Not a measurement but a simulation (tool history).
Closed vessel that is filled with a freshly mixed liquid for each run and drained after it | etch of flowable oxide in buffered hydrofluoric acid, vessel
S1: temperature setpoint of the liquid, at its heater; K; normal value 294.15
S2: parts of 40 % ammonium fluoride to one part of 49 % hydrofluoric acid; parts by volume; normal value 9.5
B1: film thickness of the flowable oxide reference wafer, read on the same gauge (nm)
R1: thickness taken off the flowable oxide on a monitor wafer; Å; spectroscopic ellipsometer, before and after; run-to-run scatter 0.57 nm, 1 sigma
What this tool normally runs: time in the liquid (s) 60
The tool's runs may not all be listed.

{"run": 1, "day": 0.0, "S1": 294.15, "S2": 9.5, "time in the liquid (s)": 35, "B1": 140.04, "R1": 837.3}
{"run": 2, "day": 2.85, "S1": 294.15, "S2": 9.5, "time in the liquid (s)": 35, "B1": 140.01, "R1": 840.0}
{"run": 3, "day": 6.488, "S1": 294.15, "S2": 9.5, "time in the liquid (s)": 35, "B1": 140.0, "R1": 839.4}
{"day": 6.992, "done": "gauge calibrated"}
{"run": 4, "day": 9.671, "S1": 294.15, "S2": 9.5, "time in the liquid (s)": 60, "B1": 140.02, "R1": 1430.4}
{"run": 5, "day": 13.933, "S1": 294.15, "S2": 9.5, "time in the liquid (s)": 60, "B1": 140.01, "R1": 1428.2}
{"run": 6, "day": 20.475, "S1": 294.15, "S2": 9.5, "time in the liquid (s)": 60, "B1": 139.99, "R1": 1430.7}
{"run": 7, "day": 23.95, "S1": 294.15, "S2": 9.5, "time in the liquid (s)": 60, "B1": 139.97, "R1": 1442.8}
{"run": 8, "day": 27.062, "S1": 294.15, "S2": 9.5, "time in the liquid (s)": 60, "B1": 140.01, "R1": 1432.7}
{"run": 9, "day": 29.458, "S1": 294.15, "S2": 9.5, "time in the liquid (s)": 60, "B1": 139.98, "R1": 1435.4}
{"run": 10, "day": 32.038, "S1": 294.15, "S2": 9.5, "time in the liquid (s)": 60, "B1": 140.04, "R1": 1428.6}
{"run": 11, "day": 36.438, "S1": 294.15, "S2": 9.5, "time in the liquid (s)": 60, "B1": 139.99, "R1": 1429.9}
{"run": 12, "day": 38.904, "S1": 294.15, "S2": 9.5, "time in the liquid (s)": 60, "B1": 140.0, "R1": 1432.5}
{"run": 13, "day": 43.346, "S1": 294.15, "S2": 9.5, "time in the liquid (s)": 60, "B1": 140.02, "R1": 1425.7}
{"run": 14, "day": 44.875, "S1": 296.15, "S2": 8.0, "time in the liquid (s)": 30, "B1": 139.95, "R1": 915.6}
{"run": 15, "day": 47.183, "S1": 294.15, "S2": 9.5, "time in the liquid (s)": 90, "B1": 140.02, "R1": 2143.0}
{"run": 16, "day": 51.438, "S1": 292.15, "S2": 9.5, "time in the liquid (s)": 45, "B1": 139.99, "R1": 950.0}
{"day": 51.554, "done": "hydrofluoric acid flow meter replaced"}
{"day": 53.808, "done": "gauge calibrated"}
{"run": 17, "day": 54.362, "S1": 298.65, "S2": 6.5, "time in the liquid (s)": 50, "B1": 140.01, "R1": 2252.2}
{"day": 58.25, "done": "thermometer replaced"}
{"run": 18, "day": 58.462, "S1": 297.15, "S2": 6.5, "time in the liquid (s)": 80, "B1": 139.98, "R1": 3221.6}
{"run": 19, "day": 61.979, "S1": 294.15, "S2": 9.5, "time in the liquid (s)": 80, "B1": 139.99, "R1": 1891.3}
{"run": 20, "day": 63.804, "S1": 296.15, "S2": 9.5, "time in the liquid (s)": 45, "B1": 140.03, "R1": 1191.3}
{"run": 21, "day": 68.221, "S1": 294.15, "S2": 13.5, "time in the liquid (s)": 60, "B1": 140.0, "R1": 1012.6}
{"run": 22, "day": 72.346, "S1": 290.15, "S2": 13.0, "time in the liquid (s)": 60, "B1": 140.02, "R1": 848.8}
{"run": 23, "day": 74.662, "S1": 294.15, "S2": 9.5, "time in the liquid (s)": 60, "B1": 140.06, "R1": 1425.0}
{"run": 24, "day": 78.979, "S1": 294.15, "S2": 9.5, "time in the liquid (s)": 60, "B1": 139.99, "R1": 1409.6}
{"run": 25, "day": 80.9, "S1": 294.15, "S2": 6.0, "time in the liquid (s)": 60, "B1": 139.99, "R1": 2191.2}
{"run": 26, "day": 83.108, "S1": 290.15, "S2": 6.0, "time in the liquid (s)": 60, "B1": 139.99, "R1": 1734.4}

Below, some changes in R1 between adjacent runs. For each, the amount present without the hidden state too (settings, incoming material, random variation) and the amount remaining for the hidden state with gauge scatter not shared by both compared results:
The tool's hidden condition here consists of: liquid hotter than its thermometer reads (K); hydrofluoric acid flow below the setpoint (%); gauge reads high (%).
Run 16 -> 17: S1 292.15 -> 298.65, S2 9.5 -> 6.5, time in the liquid (s) 45 -> 50, hydrofluoric acid flow meter replaced, gauge calibrated. R1 +1302.2 Å: hidden state +42.7, all else +1259.5.
Run 17 -> 18: S1 298.65 -> 297.15, time in the liquid (s) 50 -> 80, thermometer replaced. R1 +969.4 Å: hidden state -61.0, all else +1030.4.
Run 18 -> 19: S1 297.15 -> 294.15, S2 6.5 -> 9.5. R1 -1330.3 Å: hidden state +12.4, all else -1342.7.

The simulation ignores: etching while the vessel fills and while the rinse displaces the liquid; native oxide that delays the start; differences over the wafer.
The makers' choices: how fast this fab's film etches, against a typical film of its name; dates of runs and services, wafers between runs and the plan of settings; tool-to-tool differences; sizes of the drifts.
